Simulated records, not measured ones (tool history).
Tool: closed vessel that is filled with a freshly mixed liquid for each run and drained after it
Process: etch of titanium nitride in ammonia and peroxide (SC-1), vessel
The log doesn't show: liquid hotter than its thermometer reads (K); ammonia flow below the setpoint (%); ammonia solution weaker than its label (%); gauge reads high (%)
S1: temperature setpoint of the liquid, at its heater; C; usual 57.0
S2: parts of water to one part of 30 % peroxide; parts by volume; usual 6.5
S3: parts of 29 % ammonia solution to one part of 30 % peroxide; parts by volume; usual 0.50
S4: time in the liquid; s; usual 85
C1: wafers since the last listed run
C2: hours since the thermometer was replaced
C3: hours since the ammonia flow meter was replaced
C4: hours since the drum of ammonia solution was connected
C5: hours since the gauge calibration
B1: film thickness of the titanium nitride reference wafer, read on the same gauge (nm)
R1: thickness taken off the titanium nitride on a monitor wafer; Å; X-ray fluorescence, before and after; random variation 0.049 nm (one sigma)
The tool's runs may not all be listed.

run    day    S1   S2    S3   S4    C1      C2      C3     C4     C5      B1     R1
  1  0.000  57.0  6.5  0.50   85     0  2127.4  1291.8  625.9  384.0  110.01   70.2
     0.196  -- ammonia flow meter replaced
  2  0.996  57.0  6.5  0.30  105  3155  2151.3    19.2  649.8  407.9  110.00   79.7
  3  1.896  57.0  6.5  0.30  105  2976  2172.9    40.8  671.4  429.5  110.02   79.2
  4  2.279  57.0  6.5  0.50   85  1267  2182.1    50.0  680.6  438.7  110.01   70.6
     2.521  -- gauge calibrated
  5  2.962  57.0  6.5  0.40   85  2259  2198.5    66.4  697.0   10.6  110.00   67.1
  6  3.379  60.5  6.5  0.50  105  1377  2208.5    76.4  707.0   20.6  110.01  108.5
     3.542  -- new drum of ammonia solution connected
  7  3.946  57.0  5.0  0.75   85  1736  2222.1    90.0    9.7   34.2  109.98   83.2
  8  4.638  53.5  6.5  0.65   85  2287  2238.7   106.6   26.3   50.8  110.02   57.4
  9  5.125  57.0  6.5  0.50   85  1612  2250.4   118.3   38.0   62.5  110.02   69.9
 10  5.867  57.0  6.5  0.50   85  2452  2268.2   136.1   55.8   80.3  109.99   69.0
 11  6.479  57.0  8.5  0.45   85  2025  2282.9   150.8   70.5   95.0  110.01   59.4
 12  7.058  48.0  6.5  0.50   85  1915  2296.8   164.7   84.4  108.9  109.98   37.4
     7.588  -- thermometer replaced
 13  7.717  57.0  6.5  0.35   85  2039     3.1   180.5  100.2  124.7  109.99   65.9
 14  8.108  57.0  6.5  0.30   85  1295    12.5   189.9  109.6  134.1  110.02   64.2
 15  8.504  57.0  6.5  0.35  125  1308    22.0   199.4  119.1  143.6  110.02   96.2
 16  9.175  57.0  5.0  0.70   60  2218    38.1   215.5  135.2  159.7  110.01   57.8
 17  9.617  63.0  6.5  0.50   85  1460    48.7   226.1  145.8  170.3  109.98  104.8

The next listed run, before its measurement:
 18  10.242  49.0  8.0  0.40  85  2066  63.7  241.1  160.8  185.3   ?   ?

Run 18 gave B1 110.03, R1 35.1 Å.
Without the tool's hidden state the same run would have given R1 35.1 Å.
